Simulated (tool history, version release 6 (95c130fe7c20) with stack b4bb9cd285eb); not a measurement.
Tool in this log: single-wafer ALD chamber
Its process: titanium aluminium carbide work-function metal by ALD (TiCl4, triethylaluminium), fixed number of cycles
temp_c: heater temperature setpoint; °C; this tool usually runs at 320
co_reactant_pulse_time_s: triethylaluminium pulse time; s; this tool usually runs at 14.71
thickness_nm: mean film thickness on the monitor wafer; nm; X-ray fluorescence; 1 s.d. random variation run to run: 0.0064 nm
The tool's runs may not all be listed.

run	hour	temp_c	co_reactant_pulse_time_s	read-back reference wafer on the same gauge, thickness_nm	thickness_nm
1	0.0	327	14.71	2.709	2.464
2	29.1	320	14.71	2.711	2.400
3	59.5	320	14.71	2.709	2.395
4	108.5	320	14.71	2.711	2.395
5	148.1	320	14.71	2.710	2.381
6	193.6	320	14.71	2.711	2.378
# hour 246.9: thermocouple changed; heater temperature recalibrated
# hour 259.8: triethylaluminium bottle replaced
7	260.3	320	14.71	2.711	2.419
8	310.3	320	14.71	2.712	2.415
# hour 380.0: showerhead replaced, of another model than before
9	486.7	320	14.71	2.710	2.424
10	530.6	311	10.52	2.708	2.278
# hour 556.6: gauge calibrated
11	600.2	311	11.29	2.709	2.292
12	630.8	326	8.91	2.711	2.336
13	691.1	320	14.71	2.708	2.411
14	745.0	320	10.25	2.710	2.322

Forecast each of these 5 alternatives for the next run:
A	745.4	320	20.05	?	?
B	745.4	327	13.13	?	?
C	745.4	330	12.80	?	?
D	745.4	320	20.48	?	?
E	745.4	330	19.23	?	?

run	read-back reference wafer on the same gauge, thickness_nm	thickness_nm
A	2.709	2.441
B	2.709	2.459
C	2.709	2.480
D	2.709	2.442
E	2.709	2.527
Stripped of hidden state, with their random variation kept, the same runs would have yielded:
run	thickness_nm
A	2.444
B	2.480
C	2.503
D	2.445
E	2.531
